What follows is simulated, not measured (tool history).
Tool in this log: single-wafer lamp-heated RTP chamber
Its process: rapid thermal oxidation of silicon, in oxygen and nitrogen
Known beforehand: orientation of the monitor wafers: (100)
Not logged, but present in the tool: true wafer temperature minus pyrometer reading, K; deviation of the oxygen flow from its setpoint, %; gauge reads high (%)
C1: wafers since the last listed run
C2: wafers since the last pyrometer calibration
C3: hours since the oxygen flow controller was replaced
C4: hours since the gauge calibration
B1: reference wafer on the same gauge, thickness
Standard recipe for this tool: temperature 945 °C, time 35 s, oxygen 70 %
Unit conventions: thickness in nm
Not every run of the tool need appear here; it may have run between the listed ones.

Run 1, hour 0: usual settings; C1 0; C2 3268; C3 3065.9; C4 685.1; B1 3.801. Result: thickness 3.161 nm.
Run 2, hour 103.2: usual settings; C1 871; C2 4140; C3 3169.1; C4 788.3; B1 3.818. Result: thickness 3.207 nm.
Run 3, hour 146.6: usual settings; C1 366; C2 4507; C3 3212.5; C4 831.7; B1 3.812. Result: thickness 3.175 nm.
At hour 172.4: pyrometer window cleaned and pyrometer calibrated.
At hour 197.3: gauge calibrated.
Run 4, hour 238.4: usual settings; C1 708; C2 557; C3 3304.3; C4 41.1; B1 3.816. Result: thickness 3.186 nm.
Run 5, hour 532.9: usual settings but temperature 968 °C, time 22 s; C1 2488; C2 3046; C3 3598.8; C4 335.6; B1 3.809. Result: thickness 3.097 nm.
Run 6, hour 623.3: usual settings but temperature 968 °C, time 22 s; C1 763; C2 3809; C3 3689.2; C4 426; B1 3.812. Result: thickness 3.119 nm.
At hour 683.8: oxygen flow controller replaced.
Run 7, hour 686.2: usual settings; C1 463; C2 4273; C3 2.4; C4 488.9; B1 3.815. Result: thickness 3.158 nm.
Run 8, hour 736.1: usual settings; C1 421; C2 4695; C3 52.3; C4 538.8; B1 3.807. Result: thickness 3.18 nm.
At hour 802: pyrometer window cleaned and pyrometer calibrated.
Run 9, hour 841.8: usual settings; C1 825; C2 336; C3 158; C4 644.5; B1 3.812. Result: thickness 3.187 nm.
Run 10, hour 902.6: usual settings; C1 513; C2 850; C3 218.8; C4 705.3; B1 3.815. Result: thickness 3.176 nm.
Run 11, hour 988.1: usual settings; C1 722; C2 1572; C3 304.3; C4 790.8; B1 3.811. Result: thickness 3.177 nm.
At hour 1002.8: gauge calibrated.
Run 12, hour 1078.5: usual settings but temperature 926 °C, time 30 s, oxygen 94 %; C1 763; C2 2336; C3 394.7; C4 75.7; B1 3.799. Result: thickness 2.935 nm.
Run 13, hour 1142.1: usual settings but temperature 924 °C, time 52 s; C1 537; C2 2873; C3 458.3; C4 139.3; B1 3.813. Result: thickness 3.223 nm.
Run 14, hour 1183.8: usual settings but temperature 928 °C; C1 352; C2 3226; C3 500; C4 181; B1 3.808. Result: thickness 2.934 nm.
Run 15, hour 1278: usual settings; C1 795; C2 4021; C3 594.2; C4 275.2; B1 3.812. Result: thickness 3.173 nm.
Run 16, hour 1333.5: usual settings; C1 468; C2 4490; C3 649.7; C4 330.7; B1 3.812. Result: thickness 3.166 nm.
Run 17, hour 1388.1: usual settings; C1 461; C2 4952; C3 704.3; C4 385.3; B1 3.811. Result: thickness 3.191 nm.
At hour 1435.8: pyrometer window cleaned and pyrometer calibrated.
Run 18, hour 1466.1: usual settings but temperature 921 °C, time 22 s, oxygen 44 %; C1 591; C2 256; C3 782.3; C4 463.3; B1 3.814. Result: thickness 2.452 nm.
Run 19, hour 1515.3: usual settings but temperature 921 °C, time 30 s, oxygen 98 %; C1 415; C2 672; C3 831.5; C4 512.5; B1 3.81. Result: thickness 2.886 nm.
Run 20, hour 1554.6: usual settings but temperature 919 °C, time 51 s, oxygen 80 %; C1 332; C2 1004; C3 870.8; C4 551.8; B1 3.815. Result: thickness 3.186 nm.
Run 21, hour 1604.5: usual settings but oxygen 80 %; C1 421; C2 1425; C3 920.7; C4 601.7; B1 3.816. Result: thickness 3.278 nm.
Run 22, hour 1656.5: usual settings; C1 439; C2 1865; C3 972.7; C4 653.7; B1 3.817. Result: thickness 3.176 nm.

Hidden state, per run?
true wafer temperature minus pyrometer reading, K: 0 at every run
deviation of the oxygen flow from its setpoint, %: 0 at every run
gauge reads high (%): 0 at every run
